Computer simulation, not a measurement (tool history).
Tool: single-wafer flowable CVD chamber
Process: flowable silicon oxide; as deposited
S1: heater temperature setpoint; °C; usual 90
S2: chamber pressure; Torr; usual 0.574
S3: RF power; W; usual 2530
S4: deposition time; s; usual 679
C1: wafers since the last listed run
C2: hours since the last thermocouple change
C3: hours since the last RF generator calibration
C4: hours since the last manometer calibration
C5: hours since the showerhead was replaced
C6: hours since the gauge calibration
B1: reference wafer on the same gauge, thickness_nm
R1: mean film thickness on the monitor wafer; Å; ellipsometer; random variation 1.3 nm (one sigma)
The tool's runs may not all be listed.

run,hour,S1,S2,S3,S4,C1,C2,C3,C4,C5,C6,B1,R1
1,0.0,90,0.644,2530,679,0,984.7,1881.9,37.9,6916.2,984.4,448.927,4553.66
2,102.4,90,0.644,2530,679,356,1087.1,1984.3,140.3,7018.6,1086.8,448.903,4546.90
3,191.1,90,0.644,2530,679,308,1175.8,2073.0,229.0,7107.3,1175.5,448.788,4548.77
4,269.5,90,0.574,2530,679,272,1254.2,2151.4,307.4,7185.7,1253.9,448.989,4061.43
5,320.8,90,0.574,2530,679,178,1305.5,2202.7,358.7,7237.0,1305.2,448.553,4037.24
6,406.0,90,0.574,2530,679,296,1390.7,2287.9,443.9,7322.2,1390.4,449.426,4049.38
# hour 510.9: thermocouple changed; heater temperature recalibrated
7,511.4,90,0.574,2530,679,338,0.5,2393.3,549.3,7427.6,1495.8,449.009,4034.27
# hour 607.5: RF generator calibrated
8,608.4,86,0.574,2530,617,309,97.5,0.9,646.3,7524.6,1592.8,449.073,4101.60
9,664.0,90,0.574,2530,679,193,153.1,56.5,701.9,7580.2,1648.4,448.742,4035.02
10,755.6,90,0.574,2530,679,318,244.7,148.1,793.5,7671.8,1740.0,449.155,4019.91
# hour 863.2: showerhead replaced
11,863.7,90,0.574,2530,679,348,352.8,256.2,901.6,0.5,1848.1,449.228,4043.49
12,899.2,90,0.655,2530,727,123,388.3,291.7,937.1,36.0,1883.6,449.019,4961.19
13,946.9,90,0.440,2110,679,165,436.0,339.4,984.8,83.7,1931.3,448.934,3016.07
14,993.3,90,0.574,2530,581,161,482.4,385.8,1031.2,130.1,1977.7,448.971,3432.36
15,1042.8,83,0.715,2965,750,172,531.9,435.3,1080.7,179.6,2027.2,448.818,6922.64
16,1142.9,90,0.574,2120,644,348,632.0,535.4,1180.8,279.7,2127.3,449.069,3704.46
17,1243.0,90,0.574,2530,679,348,732.1,635.5,1280.9,379.8,2227.4,449.082,4019.57
# hour 1265.3: gauge calibrated
18,1335.0,90,0.574,2530,679,319,824.1,727.5,1372.9,471.8,69.7,448.986,4009.32
19,1382.7,90,0.613,2530,770,165,871.8,775.2,1420.6,519.5,117.4,449.235,4885.89
20,1484.7,90,0.574,2530,679,354,973.8,877.2,1522.6,621.5,219.4,448.823,4000.62
# hour 1523.8: capacitance manometer re-zeroed and calibrated
21,1557.8,90,0.574,2530,679,226,1046.9,950.3,34.0,694.6,292.5,449.019,4037.31
22,1744.0,90,0.574,2135,679,647,1233.1,1136.5,220.2,880.8,478.7,449.115,3927.23
23,1843.0,90,0.574,2530,679,344,1332.1,1235.5,319.2,979.8,577.7,449.085,4051.17
24,1897.7,90,0.574,2210,774,190,1386.8,1290.2,373.9,1034.5,632.4,448.537,4519.10
25,1958.8,79,0.574,2905,794,212,1447.9,1351.3,435.0,1095.6,693.5,449.263,6587.12
26,2010.0,90,0.483,2530,583,178,1499.1,1402.5,486.2,1146.8,744.7,448.564,2945.36
27,2060.7,75,0.574,2530,758,176,1549.8,1453.2,536.9,1197.5,795.4,449.067,6829.95
28,2131.2,90,0.574,2310,545,245,1620.3,1523.7,607.4,1268.0,865.9,449.281,3203.95
29,2177.8,90,0.574,2530,679,162,1666.9,1570.3,654.0,1314.6,912.5,449.169,4032.60

Some steps in R1 between neighbouring runs. How much of each would the tool show without its hidden state too (settings, what came in, random variation), and how much is left for the hidden state, with any gauge scatter that isn't in both results?
The hidden state here: wafer temperature above the value expected at the setpoint (K); delivered RF power above the setpoint (%); true pressure above the setpoint (%); gauge reads high (%).
Run 14 -> 15: S1 90 -> 83, S2 0.574 -> 0.715, S3 2530 -> 2965, S4 581 -> 750. R1 +3490.28 Å: hidden state -21.75, all else +3512.03.
Run 20 -> 21: capacitance manometer re-zeroed and calibrated. R1 +36.69 Å: hidden state +47.48, all else -10.79.
Run 25 -> 26: S1 79 -> 90, S2 0.574 -> 0.483, S3 2905 -> 2530, S4 794 -> 583. R1 -3641.76 Å: hidden state +0.17, all else -3641.93.
Run 26 -> 27: S1 90 -> 75, S2 0.483 -> 0.574, S4 583 -> 758. R1 +3884.59 Å: hidden state -3.13, all else +3887.72.
